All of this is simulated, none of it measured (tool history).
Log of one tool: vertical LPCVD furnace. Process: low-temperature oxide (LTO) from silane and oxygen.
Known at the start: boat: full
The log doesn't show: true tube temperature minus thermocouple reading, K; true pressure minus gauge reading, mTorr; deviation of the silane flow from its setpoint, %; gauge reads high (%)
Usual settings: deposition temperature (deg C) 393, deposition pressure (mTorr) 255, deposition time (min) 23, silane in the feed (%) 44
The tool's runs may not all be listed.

run,hour,deposition temperature (deg C),deposition pressure (mTorr),deposition time (min),silane in the feed (%),wafers since the last listed run,hours since the last temperature calibration,hours since the pressure gauge was zeroed,hours since the silane flow controller was replaced,hours since the gauge calibration,"read-back reference wafer on the same gauge, thickness",film thickness on the monitor wafer in the middle of the boat (Å)
1,0,393,215,23,44,0,3318.6,3497.2,1135.4,468,241.04,2067.2
2,50.3,393,215,23,44,1135,3368.9,3547.5,1185.7,518.3,240.92,2073.8
3,96.5,393,255,23,44,1042,3415.1,3593.7,1231.9,564.5,241.01,2443.4
4,157.7,393,290,19.5,44,1381,3476.3,3654.9,1293.1,625.7,241.02,2334.8
5,222.8,393,290,19.5,44,1469,3541.4,3720,1358.2,690.8,240.87,2344.4
6,324.6,393,290,19.5,44,2297,3643.2,3821.8,1460,792.6,240.98,2342.1
7,572.1,393,255,23,44,5586,3890.7,4069.3,1707.5,1040.1,241.18,2462.3
# hour 625.5: pressure gauge zeroed
8,637.2,393,255,23,44,927,3955.8,11.7,1772.6,1105.2,240.86,2336
9,722.3,393,255,23,44,1920,4040.9,96.8,1857.7,1190.3,240.99,2351.4
# hour 749.7: thermocouples replaced and temperature profile calibrated
10,791.7,393,255,23,44,1024,42,166.2,1927.1,1259.7,241.04,2244.4
11,861.2,393,255,23,44,1568,111.5,235.7,1996.6,1329.2,241,2258
12,900.9,393,255,18,49,896,151.2,275.4,2036.3,1368.9,241.02,1964.9
13,960.4,393,255,18,49,1342,210.7,334.9,2095.8,1428.4,241.05,1969.6
14,1016.7,393,255,23,44,1270,267,391.2,2152.1,1484.7,241.1,2273
# hour 1095.6: silane flow controller replaced
15,1119.6,393,255,23,41,1780,369.9,494.1,24,1587.6,241.03,2097.2
16,1186.3,382,220,23,44,1505,436.6,560.8,90.7,1654.3,241.02,1732.1
17,1292.8,393,315,23,40,2403,543.1,667.3,197.2,1760.8,240.84,2517.2
# hour 1342.4: gauge calibrated
18,1380.2,393,195,23,49,1972,630.5,754.7,284.6,37.8,241.07,1956.3
19,1468.9,393,255,23,44,2002,719.2,843.4,373.3,126.5,240.98,2295.8
20,1548.1,382,255,23,44,1787,798.4,922.6,452.5,205.7,240.93,2027.7
21,1604.7,393,255,14.5,50,1277,855,979.2,509.1,262.3,241.01,1638
22,1666.6,398,300,14,41,1397,916.9,1041.1,571,324.2,240.99,1603.7
23,1725.6,403,255,23,38,1331,975.9,1100.1,630,383.2,241.13,2180.6
24,1766.4,402,255,23,44,920,1016.7,1140.9,670.8,424,240.98,2543.7
25,1838.9,393,255,23,44,1636,1089.2,1213.4,743.3,496.5,241.04,2318.4
26,1904.4,393,305,23,47,1478,1154.7,1278.9,808.8,562,241.09,2950.1
27,1978.7,393,285,23,44,1677,1229,1353.2,883.1,636.3,240.96,2579.2
28,2020.5,393,255,23,42,943,1270.8,1395,924.9,678.1,240.98,2205.3

Forecast each of these 4 alternatives for the next run:
A,2024.6,393,255,19.5,44,92,1274.9,1399.1,929,682.2,?,?
B,2024.6,393,320,23,44,92,1274.9,1399.1,929,682.2,?,?
C,2024.6,393,225,26.5,39,92,1274.9,1399.1,929,682.2,?,?
D,2024.6,393,275,25.5,44,92,1274.9,1399.1,929,682.2,?,?

run,"read-back reference wafer on the same gauge, thickness",film thickness on the monitor wafer in the middle of the boat (Å)
A,240.92,1974.1
B,240.92,2906.4
C,240.92,2063.5
D,240.92,2778.7
Without the tool's hidden state the same runs would have given:
run,film thickness on the monitor wafer in the middle of the boat (Å)
A,1912.7
B,2831.1
C,1992
D,2697.4
